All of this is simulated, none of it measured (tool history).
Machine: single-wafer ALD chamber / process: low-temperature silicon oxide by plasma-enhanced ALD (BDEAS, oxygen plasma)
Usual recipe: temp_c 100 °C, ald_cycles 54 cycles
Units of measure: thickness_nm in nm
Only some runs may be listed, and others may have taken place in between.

run    hour  temp_c  ald_cycles  wafers since the last listed run  hours since the last thermocouple change  hours since the gauge calibration  read-back reference wafer on the same gauge, thickness_nm  thickness_nm
  1     0.0     100          54                                 0                                     290.7                                9.8                                                      6.522         7.359
  2    55.5     100          54                               189                                     346.2                               65.3                                                      6.524         7.434
  3   103.7     100          54                               164                                     394.4                              113.5                                                      6.526         7.500
  4   133.4     104          54                               101                                     424.1                              143.2                                                      6.516         7.300
  5   157.6     104          54                                82                                     448.3                              167.4                                                      6.531         7.336
  6   186.3     104          54                                97                                     477.0                              196.1                                                      6.524         7.246
  7   229.4     109          54                               146                                     520.1                              239.2                                                      6.523         7.272
  8   279.5     100          51                               170                                     570.2                              289.3                                                      6.521         7.059
  9   315.3      93          54                               122                                     606.0                              325.1                                                      6.519         7.586
 10   368.7     107          54                               182                                     659.4                              378.5                                                      6.517         7.290
 11   418.5     107          54                               169                                     709.2                              428.3                                                      6.524         7.294
 12   450.2     100          54                               108                                     740.9                              460.0                                                      6.517         7.485
 13   491.5     100          54                               140                                     782.2                              501.3                                                      6.531         7.402
 14   543.6     100          50                               177                                     834.3                              553.4                                                      6.516         6.848
 15   581.3     100          54                               128                                     872.0                              591.1                                                      6.519         7.400
 16   619.5     112          61                               130                                     910.2                              629.3                                                      6.508         8.268
 17   677.3     109          57                               197                                     968.0                              687.1                                                      6.523         7.689
 18   714.4      94          60                               126                                    1005.1                              724.2                                                      6.530         8.367
 19   753.4      87          47                               133                                    1044.1                              763.2                                                      6.524         6.833
 20   820.9     100          47                               230                                    1111.6                              830.7                                                      6.522         6.388
 21   846.4     110          54                                86                                    1137.1                              856.2                                                      6.521         7.274
      900.7  -- gauge calibrated
 22   903.1      95          60                               193                                    1193.8                                2.4                                                      6.518         8.405
      935.6  -- thermocouple changed; heater temperature recalibrated
 23   936.8      91          54                                87                                       1.2                               36.1                                                      6.518         7.687
 24   971.9      95          60                               119                                      36.3                               71.2                                                      6.517         8.440
 25  1039.9     100          54                               231                                     104.3                              139.2                                                      6.523         7.406
 26  1086.4     109          58                               158                                     150.8                              185.7                                                      6.528         7.820
 27  1124.7     113          63                               130                                     189.1                              224.0                                                      6.516         8.550
 28  1179.6     105          62                               187                                     244.0                              278.9                                                      6.513         8.470

Consider 3 possible next runs. They are alternatives, not a sequence: every one starts from the tool as it was left by run 28. What does each give?
  A  1180.1     114          54                                 1                                     244.5                              279.4                                                          ?             ?
  B  1180.1     106          48                                 1                                     244.5                              279.4                                                          ?             ?
  C  1180.1     100          44                                 1                                     244.5                              279.4                                                          ?             ?

run  read-back reference wafer on the same gauge, thickness_nm  thickness_nm
  A                                                      6.528         7.163
  B                                                      6.528         6.469
  C                                                      6.528         5.999
What these runs would have given with no unlogged condition in the tool:
run  thickness_nm
  A         7.163
  B         6.469
  C         5.999
